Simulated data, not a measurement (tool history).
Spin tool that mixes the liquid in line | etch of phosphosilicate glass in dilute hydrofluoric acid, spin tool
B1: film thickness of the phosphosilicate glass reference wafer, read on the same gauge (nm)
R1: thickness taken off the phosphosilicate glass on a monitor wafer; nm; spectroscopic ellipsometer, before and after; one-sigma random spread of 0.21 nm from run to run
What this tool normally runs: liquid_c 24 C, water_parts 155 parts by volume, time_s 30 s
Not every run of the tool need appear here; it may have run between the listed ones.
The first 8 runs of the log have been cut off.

{"run": 9, "hour": 587.2, "liquid_c": 24, "water_parts": 155, "time_s": 30, "B1": 69.99, "R1": 21.14}
{"hour": 628.5, "done": "thermometer replaced"}
{"run": 10, "hour": 642.2, "liquid_c": 24, "water_parts": 155, "time_s": 30, "B1": 70.01, "R1": 20.92}
{"run": 11, "hour": 694.6, "liquid_c": 24, "water_parts": 155, "time_s": 30, "B1": 70.01, "R1": 20.59}
{"run": 12, "hour": 758.7, "liquid_c": 24, "water_parts": 155, "time_s": 30, "B1": 69.99, "R1": 20.38}
{"run": 13, "hour": 804.8, "liquid_c": 24, "water_parts": 155, "time_s": 30, "B1": 70, "R1": 20.01}
{"run": 14, "hour": 849.3, "liquid_c": 24, "water_parts": 155, "time_s": 30, "B1": 70.01, "R1": 20.01}
{"run": 15, "hour": 955.9, "liquid_c": 24, "water_parts": 155, "time_s": 30, "B1": 70, "R1": 19.62}
{"run": 16, "hour": 1045.6, "liquid_c": 24, "water_parts": 155, "time_s": 30, "B1": 70, "R1": 19.23}
{"hour": 1079.2, "done": "hydrofluoric acid flow meter replaced"}
{"run": 17, "hour": 1135.2, "liquid_c": 19.5, "water_parts": 220, "time_s": 35, "B1": 70.03, "R1": 13.97}
{"run": 18, "hour": 1200.6, "liquid_c": 22.5, "water_parts": 180, "time_s": 15, "B1": 70, "R1": 8.35}
{"run": 19, "hour": 1300.6, "liquid_c": 24, "water_parts": 80, "time_s": 35, "B1": 69.99, "R1": 51.09}
{"hour": 1322.8, "done": "thermometer replaced"}
{"run": 20, "hour": 1345.3, "liquid_c": 24, "water_parts": 155, "time_s": 30, "B1": 70.01, "R1": 20.55}

Estimate the outcome of run 21 from the log above:
{"run": 21, "hour": 1403.5, "liquid_c": 26, "water_parts": 105, "time_s": 30, "B1": "?", "R1": "?"}

Run 21 yielded B1 69.99, R1 34.9 nm.
Take away the tool's hidden state, keep the run-to-run variation as it was, and the same run would have given R1 37.04 nm.
